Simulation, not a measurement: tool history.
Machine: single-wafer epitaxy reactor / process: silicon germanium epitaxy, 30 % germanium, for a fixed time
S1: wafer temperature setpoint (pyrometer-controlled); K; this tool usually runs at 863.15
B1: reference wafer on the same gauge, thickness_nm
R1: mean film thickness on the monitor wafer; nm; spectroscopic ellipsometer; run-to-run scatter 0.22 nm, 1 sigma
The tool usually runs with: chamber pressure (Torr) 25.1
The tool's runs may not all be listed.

Run 1, hour 0.0: usual settings; B1 59.531. Result: R1 53.163 nm.
Run 2, hour 32.4: usual settings; B1 59.500. Result: R1 53.234 nm.
Run 3, hour 89.2: usual settings; B1 59.465. Result: R1 53.149 nm.
Run 4, hour 149.6: usual settings; B1 59.463. Result: R1 52.678 nm.
Run 5, hour 200.6: usual settings; B1 59.476. Result: R1 52.457 nm.
Run 6, hour 241.5: usual settings; B1 59.490. Result: R1 52.400 nm.
Run 7, hour 292.1: usual settings; B1 59.471. Result: R1 52.163 nm.
Run 8, hour 338.3: usual settings; B1 59.519. Result: R1 51.860 nm.
Run 9, hour 367.5: usual settings; B1 59.520. Result: R1 52.049 nm.
Run 10, hour 414.3: usual settings but S1 874.15 K; B1 59.494. Result: R1 61.900 nm.
Run 11, hour 445.0: usual settings but S1 874.15 K; B1 59.408. Result: R1 61.616 nm.
At hour 478.0: showerhead replaced.
At hour 496.0: gauge calibrated.
Run 12, hour 582.0: usual settings but S1 873.15 K, chamber pressure (Torr) 30.8; B1 59.524. Result: R1 68.604 nm.
At hour 632.5: pyrometer calibrated.
Run 13, hour 633.0: usual settings but S1 854.15 K, chamber pressure (Torr) 26.7; B1 59.464. Result: R1 48.796 nm.
At hour 748.2: capacitance manometer re-zeroed and calibrated.
Run 14, hour 833.0: usual settings but S1 869.15 K; B1 59.506. Result: R1 59.887 nm.
Run 15, hour 884.1: usual settings but S1 853.15 K, chamber pressure (Torr) 19.0; B1 59.522. Result: R1 37.115 nm.
Run 16, hour 951.2: usual settings but S1 852.15 K, chamber pressure (Torr) 20.0; B1 59.509. Result: R1 38.228 nm.
Run 17, hour 986.1: usual settings; B1 59.496. Result: R1 54.533 nm.
Run 18, hour 1025.8: usual settings but S1 856.15 K; B1 59.536. Result: R1 48.232 nm.
Run 19, hour 1071.0: usual settings but S1 857.15 K; B1 59.574. Result: R1 49.237 nm.
Run 20, hour 1106.1: usual settings; B1 59.531. Result: R1 53.866 nm.
Run 21, hour 1154.7: usual settings but S1 855.15 K, chamber pressure (Torr) 21.7; B1 59.501. Result: R1 42.325 nm.
Run 22, hour 1352.4: usual settings; B1 59.600. Result: R1 53.614 nm.
Run 23, hour 1491.0: usual settings but chamber pressure (Torr) 28.1; B1 59.439. Result: R1 56.790 nm.

Consider 3 possible next runs. They are alternatives, not a sequence: every one starts from the tool as it was left by run 23. What does each give?
Run A, hour 1491.4: usual settings but S1 850.15 K; B1 ?. Result: R1 ?.
Run B, hour 1491.4: usual settings but S1 867.15 K, chamber pressure (Torr) 28.4; B1 ?. Result: R1 ?.
Run C, hour 1491.4: usual settings but S1 854.15 K, chamber pressure (Torr) 21.9; B1 ?. Result: R1 ?.

run      B1      R1
  A  59.578  42.902
  B  59.578  61.727
  C  59.578  41.626
Had the tool no hidden state, the same runs would have come out as:
run      R1
  A  44.005
  B  63.258
  C  42.687
